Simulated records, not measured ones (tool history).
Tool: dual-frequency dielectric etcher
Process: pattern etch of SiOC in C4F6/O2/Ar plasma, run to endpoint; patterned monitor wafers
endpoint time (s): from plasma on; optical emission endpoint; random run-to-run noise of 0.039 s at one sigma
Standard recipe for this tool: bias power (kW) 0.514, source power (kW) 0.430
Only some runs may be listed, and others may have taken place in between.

run,hour,bias power (kW),source power (kW),wafers since the last listed run,hours since the last wet clean,hours since the last bias power generator calibration,hours since the last source power generator calibration,hours since the last upper electrode change,"incoming incoming film thickness, nm",endpoint time (s)
1,0.0,0.514,0.430,0,171.5,4197.7,3371.1,5143.1,43.63,13.3
2,13.1,0.514,0.430,253,184.6,4210.8,3384.2,5156.2,42.65,13.0
3,28.2,0.514,0.430,292,199.7,4225.9,3399.3,5171.3,43.30,13.2
4,45.4,0.514,0.430,333,216.9,4243.1,3416.5,5188.5,43.06,13.1
5,63.2,0.514,0.390,345,234.7,4260.9,3434.3,5206.3,43.22,13.7
6,88.3,0.614,0.430,486,259.8,4286.0,3459.4,5231.4,43.10,12.6
7,115.3,0.614,0.430,523,286.8,4313.0,3486.4,5258.4,43.14,12.6
8,131.3,0.614,0.430,310,302.8,4329.0,3502.4,5274.4,43.36,12.7
9,166.1,0.435,0.430,674,337.6,4363.8,3537.2,5309.2,43.07,13.8
10,182.9,0.514,0.430,325,354.4,4380.6,3554.0,5326.0,43.20,13.3
11,203.0,0.514,0.500,389,374.5,4400.7,3574.1,5346.1,43.10,12.6
12,234.2,0.514,0.430,604,405.7,4431.9,3605.3,5377.3,43.06,13.3
13,258.3,0.514,0.430,467,429.8,4456.0,3629.4,5401.4,42.81,13.2
14,274.8,0.514,0.430,319,446.3,4472.5,3645.9,5417.9,43.08,13.3
15,294.8,0.514,0.430,387,466.3,4492.5,3665.9,5437.9,42.81,13.2
16,311.2,0.514,0.430,317,482.7,4508.9,3682.3,5454.3,43.21,13.4
17,326.0,0.514,0.430,286,497.5,4523.7,3697.1,5469.1,42.83,13.2
18,341.2,0.472,0.340,294,512.7,4538.9,3712.3,5484.3,43.15,14.7
19,373.0,0.635,0.390,616,544.5,4570.7,3744.1,5516.1,43.11,13.1
# hour 398.2: bias power generator calibrated
20,407.1,0.429,0.400,583,578.6,8.9,3778.2,5550.2,42.46,14.2
# hour 434.1: source power generator calibrated
# hour 454.8: wet clean of the chamber
21,455.3,0.558,0.380,454,0.5,57.1,21.2,5598.4,43.19,13.3
22,455.7,0.478,0.390,7,0.9,57.5,21.6,5598.8,42.93,13.6
# hour 494.0: upper electrode replaced
23,494.5,0.514,0.430,286,39.7,96.3,60.4,0.5,42.91,13.0
24,494.8,0.388,0.430,5,40.0,96.6,60.7,0.8,43.53,14.1
25,501.3,0.443,0.500,125,46.5,103.1,67.2,7.3,43.27,13.0
26,517.8,0.514,0.520,319,63.0,119.6,83.7,23.8,43.66,12.4
27,534.5,0.436,0.480,323,79.7,136.3,100.4,40.5,42.74,13.1
28,550.0,0.466,0.520,300,95.2,151.8,115.9,56.0,43.26,12.7
29,574.9,0.514,0.430,482,120.1,176.7,140.8,80.9,43.57,13.3
30,608.7,0.639,0.490,655,153.9,210.5,174.6,114.7,42.66,11.7
31,627.9,0.514,0.430,372,173.1,229.7,193.8,133.9,42.93,13.1
32,645.5,0.514,0.430,341,190.7,247.3,211.4,151.5,42.88,13.1

Some steps in endpoint time (s), run to run, broken into two amounts with sign: the step expected even without the hidden condition (settings, incoming material, random variation), and the rest, left for the hidden condition together with whatever gauge scatter is not in both the measured and the hidden-condition-free result:
The hidden state here: etch rate over this chamber's usual, %; bias power that arrives over what is set, %; source power that arrives over what is set, %.
Run 2 -> 3: nothing adjusted, nothing logged. endpoint time (s) +0.2: hidden state -0.1, all else +0.3.
Run 3 -> 4: nothing adjusted, nothing logged. endpoint time (s) -0.1: hidden state +0.1, all else -0.2.
Run 17 -> 18: bias power (kW) 0.514 -> 0.472, source power (kW) 0.430 -> 0.340. endpoint time (s) +1.5: hidden state +0.1, all else +1.4.
Run 18 -> 19: bias power (kW) 0.472 -> 0.635, source power (kW) 0.340 -> 0.390. endpoint time (s) -1.6: hidden state +0.0, all else -1.6.
Run 20 -> 21: bias power (kW) 0.429 -> 0.558, source power (kW) 0.400 -> 0.380, source power generator calibrated, wet clean of the chamber. endpoint time (s) -0.9: hidden state -0.5, all else -0.4.
Run 29 -> 30: bias power (kW) 0.514 -> 0.639, source power (kW) 0.430 -> 0.490. endpoint time (s) -1.6: hidden state +0.0, all else -1.6.

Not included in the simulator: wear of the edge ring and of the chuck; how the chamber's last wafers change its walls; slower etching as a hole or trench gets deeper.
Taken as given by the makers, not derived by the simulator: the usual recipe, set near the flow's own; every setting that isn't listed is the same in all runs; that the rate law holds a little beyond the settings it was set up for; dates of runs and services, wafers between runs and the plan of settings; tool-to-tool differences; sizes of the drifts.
